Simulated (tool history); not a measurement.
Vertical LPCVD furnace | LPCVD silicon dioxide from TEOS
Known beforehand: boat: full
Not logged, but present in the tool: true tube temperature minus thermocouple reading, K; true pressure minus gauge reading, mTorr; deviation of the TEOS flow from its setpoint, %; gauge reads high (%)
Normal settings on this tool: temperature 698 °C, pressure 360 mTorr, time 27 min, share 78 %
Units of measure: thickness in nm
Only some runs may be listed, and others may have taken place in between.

run	day	temperature	pressure	time	share	wafers since the last listed run	hours since the last temperature calibration	hours since the pressure gauge was zeroed	hours since the TEOS flow controller was replaced	hours since the gauge calibration	read-back reference wafer on the same gauge, thickness	thickness
1	0	698	360	27	78	0	3006.9	1800.2	4356.2	249.4	263.05	223.76
2	2.692	698	360	27	78	1398	3071.5	1864.8	4420.8	314	262.98	223.9
# day 5.375: thermocouples replaced and temperature profile calibrated
3	5.704	698	360	27	78	1045	7.9	1937.1	4493.1	386.3	263.03	223.28
4	9.896	690	360	27	78	2178	108.5	2037.7	4593.7	486.9	262.99	185.48
# day 11.15: pressure gauge zeroed
# day 11.892: TEOS flow controller replaced
5	12.625	690	360	27	78	512	174	35.4	17.6	552.4	263.07	185.97
6	25.392	690	360	27	78	6634	480.4	341.8	324	858.8	262.95	185.04
7	30.579	689	360	33	78	2695	604.9	466.3	448.5	983.3	263.03	221.2
8	34.029	689	360	33	78	1792	687.7	549.1	531.3	1066.1	262.96	221.03
9	38.383	698	360	27	78	2262	792.2	653.6	635.8	1170.6	262.98	224.49
10	42.842	698	360	27	78	2316	899.2	760.6	742.8	1277.6	262.93	223.63
11	44.633	702	360	32	89	931	942.2	803.6	785.8	1320.6	262.96	311.36
12	47.579	698	360	27	78	1530	1012.9	874.3	856.5	1391.3	262.97	223.94
13	51.392	698	360	27	90	1981	1104.4	965.8	948	1482.8	262.95	239.84
14	53.721	698	425	27	78	1210	1160.3	1021.7	1003.9	1538.7	263.05	242.64
15	56.192	710	360	24	78	1283	1219.6	1081	1063.2	1598	263	263.21
16	60.088	698	360	35.5	78	2024	1313.1	1174.5	1156.7	1691.5	263	294.13
17	62.588	689	305	17.5	78	1299	1373.1	1234.5	1216.7	1751.5	263.12	108.38
18	64.188	698	360	17.5	78	831	1411.5	1272.9	1255.1	1789.9	263.02	144.97
19	66.888	694	360	27	78	1403	1476.3	1337.7	1319.9	1854.7	262.97	204.6
20	69.704	698	360	27	78	1463	1543.9	1405.3	1387.5	1922.3	262.97	224.01
# day 72.862: gauge calibrated
21	74.133	698	360	27	78	2301	1650.2	1511.6	1493.8	30.5	263.03	222.96
22	78.029	708	360	27	67	2024	1743.7	1605.1	1587.3	124	263.04	261.04
23	82.433	688	430	36	70	2288	1849.4	1710.8	1693	229.7	263.05	244.78
24	86.258	705	360	27	71	1987	1941.2	1802.6	1784.8	321.5	263.03	251.62
25	89.021	693	425	38	86	1435	2007.5	1868.9	1851.1	387.8	262.99	319.87
26	92.183	698	300	27	78	1643	2083.4	1944.8	1927	463.7	263.02	204.85
# day 93.496: pressure gauge zeroed
27	93.875	702	425	17	78	359	2124	9.1	1967.6	504.3	263.06	167.88
28	96.396	706	360	17	67	1309	2184.5	69.6	2028.1	564.8	263	156.9
29	98.488	709	360	27	78	1086	2234.7	119.8	2078.3	615	262.95	288.3
30	101.442	698	360	20	78	1535	2305.6	190.7	2149.2	685.9	263.09	165.71
31	103.85	698	275	23	78	1251	2363.4	248.5	2207	743.7	263.11	166.9
32	107.254	698	360	27	78	1768	2445.1	330.2	2288.7	825.4	262.85	224.99

Across each entry between runs, compare the hidden state at the last listed run before it with the hidden state at the first listed run after it:
Between runs 2 and 3: thermocouples replaced and temperature profile calibrated (day 5.375)
  no hidden state differs between the two runs
Between runs 4 and 5: pressure gauge zeroed (day 11.15); TEOS flow controller replaced (day 11.892)
  no hidden state differs between the two runs
Between runs 20 and 21: gauge calibrated (day 72.862)
  no hidden state differs between the two runs
Between runs 26 and 27: pressure gauge zeroed (day 93.496)
  no hidden state differs between the two runs
